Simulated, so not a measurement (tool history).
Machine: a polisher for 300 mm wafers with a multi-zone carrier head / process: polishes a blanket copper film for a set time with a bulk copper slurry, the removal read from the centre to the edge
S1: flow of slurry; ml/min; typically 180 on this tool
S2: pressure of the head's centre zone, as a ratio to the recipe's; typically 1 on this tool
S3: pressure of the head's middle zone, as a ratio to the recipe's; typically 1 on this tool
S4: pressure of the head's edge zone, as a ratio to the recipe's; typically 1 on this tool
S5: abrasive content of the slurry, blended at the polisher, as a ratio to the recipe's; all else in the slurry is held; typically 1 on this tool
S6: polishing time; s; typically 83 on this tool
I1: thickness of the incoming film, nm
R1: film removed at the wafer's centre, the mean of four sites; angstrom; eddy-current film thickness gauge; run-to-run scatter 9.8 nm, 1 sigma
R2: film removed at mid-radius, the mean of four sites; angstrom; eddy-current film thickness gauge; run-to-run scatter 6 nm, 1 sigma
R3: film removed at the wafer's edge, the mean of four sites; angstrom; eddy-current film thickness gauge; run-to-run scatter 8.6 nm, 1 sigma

run	hour	S1	S2	S3	S4	S5	S6	I1	R1	R2	R3
1	0	180	1	1	1	1.15	83	4160.1	8828	7812	7920
2	48.8	180	1	1	1	1.15	83	4241.1	9005	7710	7813
3	73.5	180	1	1	1	1.15	83	4209.9	9138	7880	7828
# hour 84.5: centre zone pressure recalibrated
4	142.7	180	1	1	1.1	1	64	4203.8	6084	5896	6168
5	168.3	180	1	1	1	0.75	97	4258.5	8741	8464	8571
6	194.5	180	1.07	1	0.94	1.2	66	4267.1	6940	6244	6325
# hour 229.5: slurry nozzle cleaned
7	230	180	1.06	1	0.91	1	83	4145.2	8374	7683	7466
# hour 261.2: worn pad replaced by a new one
8	298.8	230	1	1	1	1	60	4182.7	5902	5680	5737
# hour 321.6: edge zone pressure recalibrated
9	339	180	1.06	1	1.07	1	83	4254.6	8428	7634	7803
10	409.7	180	1	1	1	0.9	65	4189	6235	5814	6074
11	453.9	180	1	1	1	1	62	4229.5	6108	5621	5795
12	518	180	1.04	1	1	1	83	4254.4	8727	7711	7861
# hour 547.8: carrier head's membrane replaced by a new one
13	578.4	180	1	1.08	1	1	83	4190.5	8492	7935	7721
# hour 588.6: worn pad replaced by a new one
14	629.7	180	1	1.04	1	1	83	4156.4	8271	7933	7798
15	684.7	180	1	0.88	0.9	0.8	106	4130.1	10471	8472	9299
16	738.4	225	1	1	1	0.9	83	4141.4	8618	7613	7805
# hour 795.4: centre zone pressure recalibrated
17	796.5	180	1	1	1	1	83	4212	7960	7491	7861
18	860.2	180	1	1.07	1	1	83	4288.6	8036	7937	7669
19	931.9	180	1.06	1	0.91	1	83	4238	8611	7647	7513
# hour 950.9: worn pad replaced by a new one
20	981.5	180	1	1	1	1	83	4160.5	8044	7751	7713
21	1044	180	1	1	1	1	83	4253.3	8152	7599	7800
22	1068	210	1	1	0.9	0.85	83	4218.3	8039	7619	7422

Some steps in R1 between neighbouring runs. How much of each would the tool show without its hidden state too (settings, what came in, random variation), and how much is left for the hidden state, with any gauge scatter that isn't in both results?
Hidden conditions of the tool in this case: removal rate lost through wear of the pad, %; slurry flow missing at the pad, %; deviation of the centre zone's pressure from its setpoint, %; deviation of the edge zone's pressure from its setpoint, %.
Run 3 -> 4: S4 1 -> 1.1, S5 1.15 -> 1, S6 83 -> 64, centre zone pressure recalibrated. R1 -3054 angstrom: hidden state -948, all else -2106.
Run 4 -> 5: S4 1.1 -> 1, S5 1 -> 0.75, S6 64 -> 97. R1 +2657 angstrom: hidden state +34, all else +2623.
Run 16 -> 17: S1 225 -> 180, S5 0.9 -> 1, centre zone pressure recalibrated. R1 -658 angstrom: hidden state -704, all else +46.

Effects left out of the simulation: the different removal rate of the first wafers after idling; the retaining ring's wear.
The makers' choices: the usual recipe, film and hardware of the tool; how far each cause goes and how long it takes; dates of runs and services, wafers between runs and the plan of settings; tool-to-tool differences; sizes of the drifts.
